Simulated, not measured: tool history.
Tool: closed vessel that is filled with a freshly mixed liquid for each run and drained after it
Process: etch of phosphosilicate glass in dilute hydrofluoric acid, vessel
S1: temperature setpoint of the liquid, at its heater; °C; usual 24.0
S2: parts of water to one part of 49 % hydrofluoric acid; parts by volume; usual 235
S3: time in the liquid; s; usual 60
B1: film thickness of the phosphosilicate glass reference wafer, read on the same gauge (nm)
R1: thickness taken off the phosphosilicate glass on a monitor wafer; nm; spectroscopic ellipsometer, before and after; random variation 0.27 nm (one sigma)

run	hour	S1	S2	S3	B1	R1
1	0.0	24.0	175	60	70.02	41.46
2	88.7	24.0	175	60	70.01	41.36
3	192.8	24.0	175	60	70.04	42.50
4	229.7	24.0	235	60	70.02	28.78
5	309.4	24.0	235	60	70.04	29.16
6	371.6	24.0	235	60	69.97	29.27
7	462.4	24.0	235	60	69.95	28.86
8	536.1	24.0	235	60	70.02	29.07
# hour 557.0: thermometer replaced
9	616.5	25.5	235	60	70.02	30.63
10	693.2	28.0	125	95	69.99	115.22
11	777.4	24.0	160	35	69.99	26.79

The next listed run, before its measurement:
12	834.6	24.0	165	75	?	?

B1: 70.02
R1: 55.74 nm
Without the tool's hidden state the same run would have given R1 55.74 nm.

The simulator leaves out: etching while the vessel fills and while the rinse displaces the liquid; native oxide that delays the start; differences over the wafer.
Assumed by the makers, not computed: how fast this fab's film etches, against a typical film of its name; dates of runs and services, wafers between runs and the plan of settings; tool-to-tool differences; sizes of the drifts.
